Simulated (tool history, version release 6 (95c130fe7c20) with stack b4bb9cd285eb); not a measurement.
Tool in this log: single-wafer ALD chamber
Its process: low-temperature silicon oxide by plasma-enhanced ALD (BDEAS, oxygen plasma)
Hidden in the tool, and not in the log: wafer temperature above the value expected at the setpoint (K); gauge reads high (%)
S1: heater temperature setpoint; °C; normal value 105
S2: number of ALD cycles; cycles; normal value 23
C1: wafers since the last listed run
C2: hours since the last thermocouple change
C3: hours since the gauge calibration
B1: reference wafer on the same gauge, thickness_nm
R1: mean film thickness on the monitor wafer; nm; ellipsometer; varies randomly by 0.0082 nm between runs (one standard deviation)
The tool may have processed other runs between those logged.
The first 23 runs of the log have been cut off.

Run 24, day 27.454: usual settings but S1 118 °C; C1 348; C2 1944.1; C3 988.9; B1 2.746. Result: R1 3.165 nm.
Run 25, day 28.738: usual settings; C1 322; C2 1974.9; C3 1019.7; B1 2.744. Result: R1 3.232 nm.
At day 29.283: gauge calibrated.
Run 26, day 29.438: usual settings but S1 118 °C, S2 27 cycles; C1 175; C2 1991.7; C3 3.7; B1 2.782. Result: R1 3.763 nm.
Run 27, day 30.658: usual settings; C1 306; C2 2021; C3 33; B1 2.781. Result: R1 3.279 nm.
Run 28, day 31.192: usual settings; C1 134; C2 2033.8; C3 45.8; B1 2.782. Result: R1 3.284 nm.
At day 31.671: thermocouple changed; heater temperature recalibrated.
Run 29, day 32.579: usual settings; C1 264; C2 21.8; C3 79.1; B1 2.783. Result: R1 3.276 nm.
Run 30, day 33.9: usual settings but S1 101 °C, S2 22 cycles; C1 331; C2 53.5; C3 110.8; B1 2.782. Result: R1 3.152 nm.
Run 31, day 34.433: usual settings; C1 134; C2 66.3; C3 123.6; B1 2.782. Result: R1 3.293 nm.
Run 32, day 35.367: usual settings but S2 20 cycles; C1 234; C2 88.7; C3 146; B1 2.781. Result: R1 2.855 nm.
Run 33, day 36.354: usual settings but S1 116 °C; C1 248; C2 112.4; C3 169.7; B1 2.782. Result: R1 3.193 nm.
Run 34, day 37.075: usual settings but S1 109 °C, S2 27 cycles; C1 181; C2 129.7; C3 187; B1 2.781. Result: R1 3.816 nm.
Run 35, day 37.904: usual settings but S1 119 °C, S2 28 cycles; C1 208; C2 149.6; C3 206.9; B1 2.782. Result: R1 3.871 nm.
Run 36, day 38.542: usual settings but S1 97 °C, S2 25 cycles; C1 160; C2 164.9; C3 222.2; B1 2.781. Result: R1 3.657 nm.
Run 37, day 39.883: usual settings but S1 94 °C, S2 20 cycles; C1 337; C2 197.1; C3 254.4; B1 2.779. Result: R1 2.961 nm.
Run 38, day 40.642: usual settings but S1 116 °C, S2 26 cycles; C1 190; C2 215.3; C3 272.6; B1 2.781. Result: R1 3.621 nm.
Run 39, day 41.371: usual settings but S1 117 °C, S2 20 cycles; C1 183; C2 232.8; C3 290.1; B1 2.78. Result: R1 2.773 nm.
Run 40, day 42.029: usual settings but S1 101 °C, S2 19 cycles; C1 165; C2 248.6; C3 305.9; B1 2.78. Result: R1 2.738 nm.
Run 41, day 42.621: usual settings but S1 118 °C, S2 27 cycles; C1 148; C2 262.8; C3 320.1; B1 2.778. Result: R1 3.754 nm.
Run 42, day 43.762: usual settings but S1 116 °C, S2 24 cycles; C1 286; C2 290.2; C3 347.5; B1 2.778. Result: R1 3.339 nm.
Run 43, day 44.325: usual settings; C1 141; C2 303.7; C3 361; B1 2.778. Result: R1 3.285 nm.

Below are 5 alternative next runs, each starting from the tool's condition after run 43. Predict each:
Run A, day 44.342: usual settings but S1 95 °C; C1 4; C2 304.1; C3 361.4; B1 ?. Result: R1 ?.
Run B, day 44.342: usual settings but S2 25 cycles; C1 4; C2 304.1; C3 361.4; B1 ?. Result: R1 ?.
Run C, day 44.342: usual settings but S1 91 °C, S2 27 cycles; C1 4; C2 304.1; C3 361.4; B1 ?. Result: R1 ?.
Run D, day 44.342: usual settings but S1 120 °C; C1 4; C2 304.1; C3 361.4; B1 ?. Result: R1 ?.
Run E, day 44.342: usual settings but S1 100 °C, S2 20 cycles; C1 4; C2 304.1; C3 361.4; B1 ?. Result: R1 ?.

run     B1     R1
  A  2.777  3.377
  B  2.777  3.555
  C  2.777  4.028
  D  2.777  3.169
  E  2.777  2.877
Without the tool's unlogged condition, the same runs would have read:
run     R1
  A   3.38
  B  3.558
  C  4.031
  D  3.172
  E   2.88

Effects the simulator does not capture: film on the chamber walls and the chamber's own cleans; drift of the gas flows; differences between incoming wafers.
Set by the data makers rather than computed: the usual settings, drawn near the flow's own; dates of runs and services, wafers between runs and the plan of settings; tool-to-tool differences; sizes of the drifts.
